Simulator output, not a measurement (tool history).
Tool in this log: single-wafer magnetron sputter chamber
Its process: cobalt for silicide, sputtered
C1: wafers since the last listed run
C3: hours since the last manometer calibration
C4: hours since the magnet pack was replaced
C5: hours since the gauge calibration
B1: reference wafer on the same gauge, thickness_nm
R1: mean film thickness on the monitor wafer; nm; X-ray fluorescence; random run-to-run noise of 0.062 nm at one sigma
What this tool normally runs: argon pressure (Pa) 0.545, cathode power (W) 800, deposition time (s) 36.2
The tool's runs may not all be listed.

run 1 hour=0.0 | argon_pressure_(Pa)=0.545 cathode_power_(W)=750 deposition_time_(s)=36.2 | C1=0 wafers_on_the_sputter_target=4973 C3=80.6 C4=9824.4 C5=1319.8 | B1=15.419 | R1=13.105
run 2 hour=39.2 | argon_pressure_(Pa)=0.545 cathode_power_(W)=800 deposition_time_(s)=36.2 | C1=568 wafers_on_the_sputter_target=5541 C3=119.8 C4=9863.6 C5=1359.0 | B1=15.374 | R1=13.946
run 3 hour=123.5 | argon_pressure_(Pa)=0.545 cathode_power_(W)=800 deposition_time_(s)=36.2 | C1=1222 wafers_on_the_sputter_target=6764 C3=204.1 C4=9947.9 C5=1443.3 | B1=15.419 | R1=14.187
run 4 hour=216.1 | argon_pressure_(Pa)=0.545 cathode_power_(W)=800 deposition_time_(s)=36.2 | C1=1342 wafers_on_the_sputter_target=8106 C3=296.7 C4=10040.5 C5=1535.9 | B1=15.407 | R1=14.109
run 5 hour=314.6 | argon_pressure_(Pa)=0.545 cathode_power_(W)=800 deposition_time_(s)=36.2 | C1=1428 wafers_on_the_sputter_target=9535 C3=395.2 C4=10139.0 C5=1634.4 | B1=15.396 | R1=14.099
-- hour=396.6 sputter target and shields replaced
run 6 hour=405.4 | argon_pressure_(Pa)=0.545 cathode_power_(W)=800 deposition_time_(s)=36.2 | C1=1200 wafers_on_the_sputter_target=127 C3=486.0 C4=10229.8 C5=1725.2 | B1=15.404 | R1=14.164
run 7 hour=493.4 | argon_pressure_(Pa)=0.545 cathode_power_(W)=850 deposition_time_(s)=36.2 | C1=1276 wafers_on_the_sputter_target=1403 C3=574.0 C4=10317.8 C5=1813.2 | B1=15.384 | R1=15.201
run 8 hour=530.8 | argon_pressure_(Pa)=0.545 cathode_power_(W)=850 deposition_time_(s)=36.2 | C1=542 wafers_on_the_sputter_target=1945 C3=611.4 C4=10355.2 C5=1850.6 | B1=15.390 | R1=15.092
run 9 hour=621.4 | argon_pressure_(Pa)=0.644 cathode_power_(W)=800 deposition_time_(s)=36.2 | C1=1313 wafers_on_the_sputter_target=3259 C3=702.0 C4=10445.8 C5=1941.2 | B1=15.406 | R1=13.941
run 10 hour=703.4 | argon_pressure_(Pa)=0.644 cathode_power_(W)=800 deposition_time_(s)=36.2 | C1=1189 wafers_on_the_sputter_target=4448 C3=784.0 C4=10527.8 C5=2023.2 | B1=15.409 | R1=13.980
run 11 hour=784.3 | argon_pressure_(Pa)=0.644 cathode_power_(W)=800 deposition_time_(s)=36.2 | C1=1173 wafers_on_the_sputter_target=5621 C3=864.9 C4=10608.7 C5=2104.1 | B1=15.396 | R1=13.915
run 12 hour=861.1 | argon_pressure_(Pa)=0.545 cathode_power_(W)=800 deposition_time_(s)=36.2 | C1=1113 wafers_on_the_sputter_target=6735 C3=941.7 C4=10685.5 C5=2180.9 | B1=15.424 | R1=14.042
-- hour=990.0 sputter target and shields replaced
-- hour=1005.2 gauge calibrated
-- hour=1035.2 capacitance manometer re-zeroed and calibrated
run 13 hour=1167.2 | argon_pressure_(Pa)=0.545 cathode_power_(W)=800 deposition_time_(s)=36.2 | C1=4206 wafers_on_the_sputter_target=2453 C3=132.0 C4=10991.6 C5=162.0 | B1=15.402 | R1=14.018
run 14 hour=1212.4 | argon_pressure_(Pa)=0.545 cathode_power_(W)=800 deposition_time_(s)=36.2 | C1=655 wafers_on_the_sputter_target=3108 C3=177.2 C4=11036.8 C5=207.2 | B1=15.404 | R1=14.065
run 15 hour=1519.3 | argon_pressure_(Pa)=0.545 cathode_power_(W)=800 deposition_time_(s)=36.2 | C1=4450 wafers_on_the_sputter_target=7559 C3=484.1 C4=11343.7 C5=514.1 | B1=15.397 | R1=14.014
run 16 hour=1581.1 | argon_pressure_(Pa)=0.748 cathode_power_(W)=800 deposition_time_(s)=36.2 | C1=896 wafers_on_the_sputter_target=8455 C3=545.9 C4=11405.5 C5=575.9 | B1=15.410 | R1=13.505
-- hour=1600.6 sputter target and shields replaced
run 17 hour=1665.0 | argon_pressure_(Pa)=0.545 cathode_power_(W)=850 deposition_time_(s)=32.0 | C1=1100 wafers_on_the_sputter_target=933 C3=629.8 C4=11489.4 C5=659.8 | B1=15.407 | R1=13.304
run 18 hour=1749.9 | argon_pressure_(Pa)=0.545 cathode_power_(W)=800 deposition_time_(s)=38.8 | C1=1231 wafers_on_the_sputter_target=2164 C3=714.7 C4=11574.3 C5=744.7 | B1=15.408 | R1=15.204
run 19 hour=1849.8 | argon_pressure_(Pa)=0.689 cathode_power_(W)=950 deposition_time_(s)=36.2 | C1=1448 wafers_on_the_sputter_target=3613 C3=814.6 C4=11674.2 C5=844.6 | B1=15.391 | R1=16.419
run 20 hour=1898.8 | argon_pressure_(Pa)=0.545 cathode_power_(W)=800 deposition_time_(s)=36.2 | C1=710 wafers_on_the_sputter_target=4323 C3=863.6 C4=11723.2 C5=893.6 | B1=15.366 | R1=14.223
-- hour=1913.9 magnet pack replaced
run 21 hour=1977.3 | argon_pressure_(Pa)=0.545 cathode_power_(W)=600 deposition_time_(s)=42.3 | C1=1022 wafers_on_the_sputter_target=5346 C3=942.1 C4=63.4 C5=972.1 | B1=15.394 | R1=12.490
run 22 hour=2057.3 | argon_pressure_(Pa)=0.680 cathode_power_(W)=750 deposition_time_(s)=41.9 | C1=1160 wafers_on_the_sputter_target=6506 C3=1022.1 C4=143.4 C5=1052.1 | B1=15.392 | R1=15.060
-- hour=2082.2 capacitance manometer re-zeroed and calibrated
run 23 hour=2107.0 | argon_pressure_(Pa)=0.474 cathode_power_(W)=900 deposition_time_(s)=41.5 | C1=604 wafers_on_the_sputter_target=7111 C3=24.8 C4=193.1 C5=1101.8 | B1=15.406 | R1=18.204
run 24 hour=2198.0 | argon_pressure_(Pa)=0.612 cathode_power_(W)=800 deposition_time_(s)=36.2 | C1=1319 wafers_on_the_sputter_target=8430 C3=115.8 C4=284.1 C5=1192.8 | B1=15.402 | R1=13.921
-- hour=2245.2 sputter target and shields replaced
run 25 hour=2245.7 | argon_pressure_(Pa)=0.612 cathode_power_(W)=750 deposition_time_(s)=39.9 | C1=575 wafers_on_the_sputter_target=6 C3=163.5 C4=331.8 C5=1240.5 | B1=15.411 | R1=14.176
run 26 hour=2345.2 | argon_pressure_(Pa)=0.366 cathode_power_(W)=800 deposition_time_(s)=36.2 | C1=1442 wafers_on_the_sputter_target=1449 C3=263.0 C4=431.3 C5=1340.0 | B1=15.402 | R1=14.676
run 27 hour=2391.7 | argon_pressure_(Pa)=0.602 cathode_power_(W)=950 deposition_time_(s)=41.0 | C1=674 wafers_on_the_sputter_target=2123 C3=309.5 C4=477.8 C5=1386.5 | B1=15.405 | R1=18.607
run 28 hour=2467.3 | argon_pressure_(Pa)=0.602 cathode_power_(W)=950 deposition_time_(s)=36.2 | C1=1096 wafers_on_the_sputter_target=3220 C3=385.1 C4=553.4 C5=1462.1 | B1=15.404 | R1=16.454
run 29 hour=2514.5 | argon_pressure_(Pa)=0.435 cathode_power_(W)=750 deposition_time_(s)=29.8 | C1=684 wafers_on_the_sputter_target=3904 C3=432.3 C4=600.6 C5=1509.3 | B1=15.397 | R1=11.122
run 30 hour=2601.6 | argon_pressure_(Pa)=0.545 cathode_power_(W)=800 deposition_time_(s)=36.2 | C1=1263 wafers_on_the_sputter_target=5167 C3=519.4 C4=687.7 C5=1596.4 | B1=15.407 | R1=14.066
run 31 hour=2655.2 | argon_pressure_(Pa)=0.545 cathode_power_(W)=800 deposition_time_(s)=43.3 | C1=777 wafers_on_the_sputter_target=5944 C3=573.0 C4=741.3 C5=1650.0 | B1=15.429 | R1=17.012
run 32 hour=2749.2 | argon_pressure_(Pa)=0.545 cathode_power_(W)=800 deposition_time_(s)=36.2 | C1=1363 wafers_on_the_sputter_target=7308 C3=667.0 C4=835.3 C5=1744.0 | B1=15.399 | R1=14.147
run 33 hour=2789.4 | argon_pressure_(Pa)=0.657 cathode_power_(W)=850 deposition_time_(s)=36.2 | C1=582 wafers_on_the_sputter_target=7891 C3=707.2 C4=875.5 C5=1784.2 | B1=15.395 | R1=14.672
run 34 hour=2837.4 | argon_pressure_(Pa)=0.401 cathode_power_(W)=950 deposition_time_(s)=30.3 | C1=696 wafers_on_the_sputter_target=8587 C3=755.2 C4=923.5 C5=1832.2 | B1=15.379 | R1=14.613

Each row is a separate what-if for the run after 34, all from the same tool condition, not one after another. Results?
run A hour=2837.8 | argon_pressure_(Pa)=0.545 cathode_power_(W)=700 deposition_time_(s)=36.2 | C1=5 wafers_on_the_sputter_target=8592 C3=755.6 C4=923.9 C5=1832.6 | B1=? | R1=?
run B hour=2837.8 | argon_pressure_(Pa)=0.545 cathode_power_(W)=600 deposition_time_(s)=38.1 | C1=5 wafers_on_the_sputter_target=8592 C3=755.6 C4=923.9 C5=1832.6 | B1=? | R1=?
run C hour=2837.8 | argon_pressure_(Pa)=0.545 cathode_power_(W)=800 deposition_time_(s)=30.2 | C1=5 wafers_on_the_sputter_target=8592 C3=755.6 C4=923.9 C5=1832.6 | B1=? | R1=?
run D hour=2837.8 | argon_pressure_(Pa)=0.654 cathode_power_(W)=800 deposition_time_(s)=38.1 | C1=5 wafers_on_the_sputter_target=8592 C3=755.6 C4=923.9 C5=1832.6 | B1=? | R1=?
run E hour=2837.8 | argon_pressure_(Pa)=0.673 cathode_power_(W)=800 deposition_time_(s)=36.2 | C1=5 wafers_on_the_sputter_target=8592 C3=755.6 C4=923.9 C5=1832.6 | B1=? | R1=?

run=A B1=15.382 R1=12.499
run=B B1=15.382 R1=11.275
run=C B1=15.382 R1=11.917
run=D B1=15.382 R1=14.689
run=E B1=15.382 R1=13.901
With the hidden condition removed and each run's random variation left untouched, the same runs would have given:
run=A R1=12.295
run=B R1=11.091
run=C R1=11.722
run=D R1=14.415
run=E R1=13.636
